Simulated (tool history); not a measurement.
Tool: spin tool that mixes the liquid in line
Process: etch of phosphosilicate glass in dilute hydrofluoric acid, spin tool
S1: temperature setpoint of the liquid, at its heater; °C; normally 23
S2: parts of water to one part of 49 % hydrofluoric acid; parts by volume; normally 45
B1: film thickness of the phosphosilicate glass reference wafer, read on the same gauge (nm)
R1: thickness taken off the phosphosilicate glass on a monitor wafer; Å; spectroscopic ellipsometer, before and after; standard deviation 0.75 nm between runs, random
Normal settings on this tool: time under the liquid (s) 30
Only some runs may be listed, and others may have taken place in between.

run 1 hour=0 | S1=23 S2=45 time_under_the_liquid_(s)=15 | B1=139.98 | R1=385.9
run 2 hour=7.6 | S1=19.5 S2=45 time_under_the_liquid_(s)=30 | B1=140.01 | R1=669.1
run 3 hour=22.8 | S1=19.5 S2=45 time_under_the_liquid_(s)=30 | B1=140.01 | R1=676.7
run 4 hour=38.9 | S1=19.5 S2=45 time_under_the_liquid_(s)=30 | B1=140 | R1=671.6
run 5 hour=51.7 | S1=23 S2=45 time_under_the_liquid_(s)=30 | B1=139.99 | R1=776.5
run 6 hour=62.9 | S1=21 S2=45 time_under_the_liquid_(s)=30 | B1=139.93 | R1=705.5
run 7 hour=77.6 | S1=21 S2=45 time_under_the_liquid_(s)=30 | B1=140.02 | R1=703.6
run 8 hour=85 | S1=23 S2=45 time_under_the_liquid_(s)=30 | B1=140 | R1=765.8
run 9 hour=98.6 | S1=23 S2=45 time_under_the_liquid_(s)=30 | B1=140.03 | R1=773
run 10 hour=104.9 | S1=23 S2=45 time_under_the_liquid_(s)=30 | B1=140.01 | R1=770.4
run 11 hour=111.3 | S1=23 S2=45 time_under_the_liquid_(s)=30 | B1=140 | R1=759.4
-- hour=113.9 hydrofluoric acid flow meter replaced
run 12 hour=126.1 | S1=23 S2=45 time_under_the_liquid_(s)=30 | B1=140.01 | R1=868.5
-- hour=127.5 thermometer replaced
-- hour=127.7 gauge calibrated
run 13 hour=141.1 | S1=23 S2=45 time_under_the_liquid_(s)=30 | B1=140.02 | R1=857.6
run 14 hour=153.4 | S1=23 S2=60 time_under_the_liquid_(s)=30 | B1=140.02 | R1=636.5
run 15 hour=168.3 | S1=23 S2=60 time_under_the_liquid_(s)=30 | B1=140.02 | R1=618.4
run 16 hour=182.3 | S1=23 S2=45 time_under_the_liquid_(s)=30 | B1=140.03 | R1=852
run 17 hour=195.2 | S1=21 S2=25 time_under_the_liquid_(s)=45 | B1=140.01 | R1=2197.9
run 18 hour=205.8 | S1=23 S2=45 time_under_the_liquid_(s)=20 | B1=139.99 | R1=571.3
run 19 hour=212 | S1=23 S2=45 time_under_the_liquid_(s)=30 | B1=140.02 | R1=847.2
run 20 hour=222 | S1=23 S2=50 time_under_the_liquid_(s)=45 | B1=139.99 | R1=1137.7
run 21 hour=238.1 | S1=23 S2=45 time_under_the_liquid_(s)=30 | B1=140.02 | R1=856.3
run 22 hour=254 | S1=27.5 S2=60 time_under_the_liquid_(s)=30 | B1=139.99 | R1=745.8
run 23 hour=261.5 | S1=23 S2=55 time_under_the_liquid_(s)=15 | B1=140.07 | R1=345.3
run 24 hour=272.3 | S1=25.5 S2=45 time_under_the_liquid_(s)=15 | B1=140 | R1=471.3
run 25 hour=283 | S1=19 S2=35 time_under_the_liquid_(s)=40 | B1=139.98 | R1=1227
run 26 hour=291.7 | S1=18.5 S2=55 time_under_the_liquid_(s)=30 | B1=140.03 | R1=562.5
run 27 hour=300.3 | S1=20 S2=45 time_under_the_liquid_(s)=30 | B1=140.01 | R1=744.7
run 28 hour=307.9 | S1=25.5 S2=45 time_under_the_liquid_(s)=30 | B1=140.02 | R1=940.1
run 29 hour=321.4 | S1=28 S2=60 time_under_the_liquid_(s)=40 | B1=139.98 | R1=1011
run 30 hour=338.2 | S1=23 S2=55 time_under_the_liquid_(s)=30 | B1=140.03 | R1=684.6
run 31 hour=347 | S1=21 S2=65 time_under_the_liquid_(s)=15 | B1=139.99 | R1=261

Predict each of these 4 candidate next runs independently; none follows another, all start after run 31:
run A hour=347.4 | S1=23 S2=45 time_under_the_liquid_(s)=30 | B1=? | R1=?
run B hour=347.4 | S1=23 S2=45 time_under_the_liquid_(s)=50 | B1=? | R1=?
run C hour=347.4 | S1=20.5 S2=45 time_under_the_liquid_(s)=30 | B1=? | R1=?
run D hour=347.4 | S1=18 S2=60 time_under_the_liquid_(s)=30 | B1=? | R1=?

run=A B1=140 R1=828.7
run=B B1=140 R1=1381.2
run=C B1=140 R1=746.2
run=D B1=140 R1=494
The same runs, with their run-to-run variation unchanged, on a tool lacking any hidden condition would have given:
run=A R1=869.4
run=B R1=1449
run=C R1=782.6
run=D R1=518.4
